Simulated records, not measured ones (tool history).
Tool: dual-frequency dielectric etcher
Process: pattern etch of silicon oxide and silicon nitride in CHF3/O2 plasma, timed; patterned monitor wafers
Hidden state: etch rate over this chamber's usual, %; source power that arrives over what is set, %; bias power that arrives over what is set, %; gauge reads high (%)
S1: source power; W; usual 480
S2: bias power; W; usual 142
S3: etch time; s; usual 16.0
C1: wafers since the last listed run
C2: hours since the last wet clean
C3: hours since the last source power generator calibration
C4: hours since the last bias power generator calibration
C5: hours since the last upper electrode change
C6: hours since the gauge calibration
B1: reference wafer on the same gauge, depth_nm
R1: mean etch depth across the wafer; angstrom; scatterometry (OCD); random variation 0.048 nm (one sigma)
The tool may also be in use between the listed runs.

run,hour,S1,S2,S3,C1,C2,C3,C4,C5,C6,B1,R1
1,0.0,480,142,16.0,0,205.2,544.8,1607.7,3877.7,1896.5,20.20,201.9
2,42.8,480,142,16.0,770,248.0,587.6,1650.5,3920.5,1939.3,20.20,201.7
3,140.1,480,142,14.0,1751,345.3,684.9,1747.8,4017.8,2036.6,20.20,176.5
4,237.7,480,142,14.0,1757,442.9,782.5,1845.4,4115.4,2134.2,20.18,176.3
5,292.1,480,142,14.0,979,497.3,836.9,1899.8,4169.8,2188.6,20.18,177.1
# hour 367.5: wet clean of the chamber
6,368.0,480,142,17.5,934,0.5,912.8,1975.7,4245.7,2264.5,20.20,221.2
7,458.9,480,142,17.5,1636,91.4,1003.7,2066.6,4336.6,2355.4,20.22,221.6
8,509.6,480,142,17.5,912,142.1,1054.4,2117.3,4387.3,2406.1,20.20,221.3
9,549.1,400,142,16.0,711,181.6,1093.9,2156.8,4426.8,2445.6,20.21,193.2
# hour 624.4: gauge calibrated
10,636.9,400,142,16.0,1580,269.4,1181.7,2244.6,4514.6,12.5,20.19,192.6
11,698.6,400,142,16.0,1110,331.1,1243.4,2306.3,4576.3,74.2,20.21,193.6
12,784.5,480,114,19.5,1546,417.0,1329.3,2392.2,4662.2,160.1,20.19,234.1
13,830.4,450,142,16.0,826,462.9,1375.2,2438.1,4708.1,206.0,20.19,199.5
14,938.2,480,155,16.0,1940,570.7,1483.0,2545.9,4815.9,313.8,20.21,207.9
15,1018.6,400,117,16.0,1447,651.1,1563.4,2626.3,4896.3,394.2,20.20,183.6
# hour 1051.8: wet clean of the chamber
16,1096.6,480,142,16.0,972,44.8,1641.4,2704.3,4974.3,472.2,20.21,203.3
# hour 1170.3: upper electrode replaced
# hour 1177.3: bias power generator calibrated
17,1195.6,380,129,20.0,1278,143.8,1740.4,18.3,25.3,571.2,20.21,232.5
18,1250.8,420,121,14.5,993,199.0,1795.6,73.5,80.5,626.4,20.19,170.3
19,1320.9,390,142,20.5,1262,269.1,1865.7,143.6,150.6,696.5,20.20,247.3
20,1400.4,480,153,16.0,1431,348.6,1945.2,223.1,230.1,776.0,20.20,208.6
# hour 1442.8: source power generator calibrated
21,1472.0,560,171,14.5,1217,420.2,29.2,294.7,301.7,847.6,20.19,201.4
22,1568.5,480,114,19.5,1737,516.7,125.7,391.2,398.2,944.1,20.20,232.5
23,1648.3,550,173,17.5,1436,596.5,205.5,471.0,478.0,1023.9,20.20,243.1
# hour 1725.8: wet clean of the chamber
24,1744.3,580,142,12.0,1296,18.5,301.5,567.0,574.0,1119.9,20.21,159.9
25,1807.4,480,142,16.0,1136,81.6,364.6,630.1,637.1,1183.0,20.18,201.5
26,1903.4,480,142,16.0,1728,177.6,460.6,726.1,733.1,1279.0,20.20,202.5
27,1992.4,410,132,16.0,1602,266.6,549.6,815.1,822.1,1368.0,20.20,190.4
28,2057.1,600,142,16.0,1164,331.3,614.3,879.8,886.8,1432.7,20.20,216.8

Forecast each of these 4 alternatives for the next run:
A,2057.5,480,142,16.0,7,331.7,614.7,880.2,887.2,1433.1,?,?
B,2057.5,480,129,16.0,7,331.7,614.7,880.2,887.2,1433.1,?,?
C,2057.5,370,113,17.5,7,331.7,614.7,880.2,887.2,1433.1,?,?
D,2057.5,420,142,16.0,7,331.7,614.7,880.2,887.2,1433.1,?,?

run,B1,R1
A,20.18,202.3
B,20.18,197.1
C,20.18,194.3
D,20.18,195.2
Without the tool's hidden state the same runs would have given:
run,R1
A,202.0
B,196.8
C,193.9
D,194.8

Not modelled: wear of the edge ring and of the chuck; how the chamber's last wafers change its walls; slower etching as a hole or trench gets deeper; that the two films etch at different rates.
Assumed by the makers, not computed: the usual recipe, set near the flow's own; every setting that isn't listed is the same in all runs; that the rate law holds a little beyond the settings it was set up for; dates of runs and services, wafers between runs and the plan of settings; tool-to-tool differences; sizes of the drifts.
